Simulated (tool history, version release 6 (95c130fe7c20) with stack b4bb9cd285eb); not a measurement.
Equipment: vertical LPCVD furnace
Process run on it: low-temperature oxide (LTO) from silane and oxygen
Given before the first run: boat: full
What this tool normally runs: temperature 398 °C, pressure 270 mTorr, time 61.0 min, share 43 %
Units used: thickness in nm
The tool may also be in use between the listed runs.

run   hour  temperature  pressure  time  share  read-back reference wafer on the same gauge, thickness  thickness
  1    0.0          398       270  61.0     43                                                  754.79     721.34
      25.6  -- thermocouples replaced and temperature profile calibrated
  2   26.1          398       270  61.0     43                                                  755.01     718.92
  3   30.4          398       270  61.0     43                                                  754.82     716.97
      61.2  -- pressure gauge zeroed
  4   61.7          398       270  61.0     43                                                  755.04     720.25
  5   66.0          398       270  61.0     41                                                  754.96     676.37
  6   70.3          398       270  61.0     41                                                  755.18     674.88
      97.2  -- silane flow controller replaced
  7   97.7          398       270  61.0     43                                                  755.06     744.85
  8  102.1          398       270  61.0     43                                                  755.41     746.38
  9  109.2          398       270  61.0     36                                                  754.85     601.29
 10  116.1          387       225  61.0     43                                                  754.73     547.50
 11  125.7          398       270  61.0     43                                                  755.00     741.63
 12  139.6          398       270  61.0     43                                                  754.92     742.98
     151.4  -- gauge calibrated
 13  155.2          398       270  78.5     49                                                  754.79    1093.35
 14  165.4          398       270  61.0     43                                                  754.71     745.98
 15  177.1          392       330  74.5     47                                                  754.98    1139.88
 16  191.9          390       315  47.0     43                                                  755.19     613.64
 17  200.4          405       270  61.0     43                                                  755.12     804.55
 18  210.2          388       240  52.0     43                                                  755.07     504.51
 19  219.6          390       270  85.0     40                                                  755.10     868.86
 20  232.8          391       270  76.5     43                                                  754.89     867.50
 21  245.1          391       250  41.0     43                                                  754.66     429.80
 22  265.6          407       205  61.0     43                                                  754.87     619.62
 23  277.8          401       270  38.5     47                                                  754.81     530.97
 24  289.1          398       270  81.5     43                                                  754.99     996.39
 25  305.6          398       295  61.0     35                                                  755.16     630.35
 26  319.0          398       270  61.0     43                                                  754.81     742.40
 27  334.2          403       300  61.0     43                                                  755.03     871.82
 28  342.9          398       270  61.0     43                                                  755.31     743.31
 29  351.9          398       270  61.0     43                                                  754.91     742.43
 30  364.7          398       270  61.0     43                                                  754.85     740.67

Below, some changes in thickness between adjacent runs. For each, the amount present without the hidden state too (settings, incoming material, random variation) and the amount remaining for the hidden state with gauge scatter not shared by both compared results:
Hidden state present: true tube temperature minus thermocouple reading, K; true pressure minus gauge reading, mTorr; deviation of the silane flow from its setpoint, %; gauge reads high (%).
Run 6 -> 7: share 41 -> 43, silane flow controller replaced. thickness +69.97 nm: hidden state +27.27, all else +42.70.
Run 15 -> 16: temperature 392 -> 390, pressure 330 -> 315, time 74.5 -> 47.0, share 47 -> 43. thickness -526.24 nm: hidden state +0.71, all else -526.95.
Run 18 -> 19: temperature 388 -> 390, pressure 240 -> 270, time 52.0 -> 85.0, share 43 -> 40. thickness +364.35 nm: hidden state -1.78, all else +366.13.
Run 20 -> 21: pressure 270 -> 250, time 76.5 -> 41.0. thickness -437.70 nm: hidden state +1.55, all else -439.25.
Run 23 -> 24: temperature 401 -> 398, time 38.5 -> 81.5, share 47 -> 43. thickness +465.42 nm: hidden state -2.69, all else +468.11.
